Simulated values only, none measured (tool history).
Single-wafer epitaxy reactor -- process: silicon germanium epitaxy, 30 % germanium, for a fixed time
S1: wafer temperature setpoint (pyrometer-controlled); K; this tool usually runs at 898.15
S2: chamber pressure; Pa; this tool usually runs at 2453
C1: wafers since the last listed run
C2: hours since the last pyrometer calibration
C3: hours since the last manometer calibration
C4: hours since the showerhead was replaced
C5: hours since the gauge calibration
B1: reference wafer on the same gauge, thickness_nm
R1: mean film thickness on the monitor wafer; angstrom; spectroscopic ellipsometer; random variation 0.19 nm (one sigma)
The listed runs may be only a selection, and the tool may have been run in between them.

run    hour      S1    S2    C1      C2      C3      C4      C5      B1       R1
  1       0  905.15  2453     0  1808.4  1915.4  3328.9   524.9  71.547   858.99
  2    30.5  905.15  2453   480  1838.9  1945.9  3359.4   555.4   71.48   854.82
  3    89.4  898.15  2280   927  1897.8  2004.8  3418.3   614.3   71.49   750.37
  4   148.4  908.15  2200   929  1956.8  2063.8  3477.3   673.3  71.523   855.41
  5   212.7  908.15  2200  1012  2021.1  2128.1  3541.6   737.6  71.565   855.95
  6     245  908.15  2200   508  2053.4  2160.4  3573.9   769.9  71.477   857.21
  7   302.5  898.15  2453   905  2110.9  2217.9  3631.4   827.4  71.505   767.73
  8   364.5  898.15  2226   976  2172.9  2279.9  3693.4   889.4   71.58   740.92
  9   410.9  898.15  2226   730  2219.3  2326.3  3739.8   935.8  71.553   738.34
 10   447.2  898.15  2226   571  2255.6  2362.6  3776.1   972.1   71.48   736.28
 11   497.7  898.15  2453   795  2306.1  2413.1  3826.6  1022.6  71.578   766.66
      523.8  -- showerhead replaced
 12   537.9  898.15  2453   507  2346.3  2453.3    14.1  1062.8  71.547   766.66
 13   595.6  898.15  2453   908    2404    2511    71.8  1120.5  71.519   767.69
      612.5  -- capacitance manometer re-zeroed and calibrated
 14   626.4  898.15  2453   359  2434.8    13.9   102.6  1151.3   71.55   764.51
 15   654.8  898.15  2453   447  2463.2    42.3     131  1179.7  71.504   765.23
 16   680.7  893.15  2453   407  2489.1    68.2   156.9  1205.6  71.485   709.38
 17   710.4  909.15  2893   467  2518.8    97.9   186.6  1235.3  71.534   963.07
 18   769.1  889.15  2866   924  2577.5   156.6   245.3    1294   71.54   707.31
 19   800.7  909.15  2453   497  2609.1   188.2   276.9  1325.6  71.555   902.31
      837.2  -- pyrometer calibrated
 20   859.7  890.15  2973   803    22.5   247.2   335.9  1384.6  71.474   758.12
 21   905.4  910.15  3026   719    68.2   292.9   381.6  1430.3  71.464  1025.92
 22   958.5  903.15  2200   836   121.3     346   434.7  1483.4  71.525   816.42
     1007.1  -- gauge calibrated
 23  1010.6  898.15  2613   820   173.4   398.1   486.8     3.5  71.534   809.15
 24  1049.9  898.15  2453   618   212.7   437.4   526.1    42.8  71.465      788
 25  1103.4  898.15  2453   842   266.2   490.9   579.6    96.3  71.507   786.46
 26  1152.6  888.15  2880   774   315.4   540.1   628.8   145.5  71.554   718.62
 27  1208.3  906.15  2693   877   371.1   595.8   684.5   201.2  71.524   920.49
 28  1268.6  898.15  2453   949   431.4   656.1   744.8   261.5  71.526   788.14
 29  1335.8  898.15  2453  1058   498.6   723.3     812   328.7  71.513   786.86
 30  1402.8  898.15  2453  1055   565.6   790.3     879   395.7  71.476    781.9
 31  1447.6  898.15  2453   705   610.4   835.1   923.8   440.5  71.479   784.24
 32  1511.7  905.15  1947  1009   674.5   899.2   987.9   504.6  71.515   796.92
 33  1558.9  898.15  2453   743   721.7   946.4  1035.1   551.8  71.532   783.58
 34  1611.6  907.15  2453   829   774.4   999.1  1087.8   604.5  71.524   897.49
 35  1658.8  886.15  2453   743   821.6  1046.3    1135   651.7  71.568   648.64
 36  1696.3  902.15  2973   590   859.1  1083.8  1172.5   689.2  71.444   900.32

3 ways to go on from here, each from the tool as it stands after run 36. What would each give?
  A  1696.7  898.15  2240   6  859.5  1084.2  1172.9  689.6   ?   ?
  B  1696.7  910.15  2880   6  859.5  1084.2  1172.9  689.6   ?   ?
  C  1696.7  908.15  2720   6  859.5  1084.2  1172.9  689.6   ?   ?

run      B1      R1
  A  71.437  755.32
  B  71.437  999.29
  C  71.437  948.25
Had the tool no hidden state, the same runs would have come out as:
run       R1
  A   760.73
  B  1006.29
  C   954.91
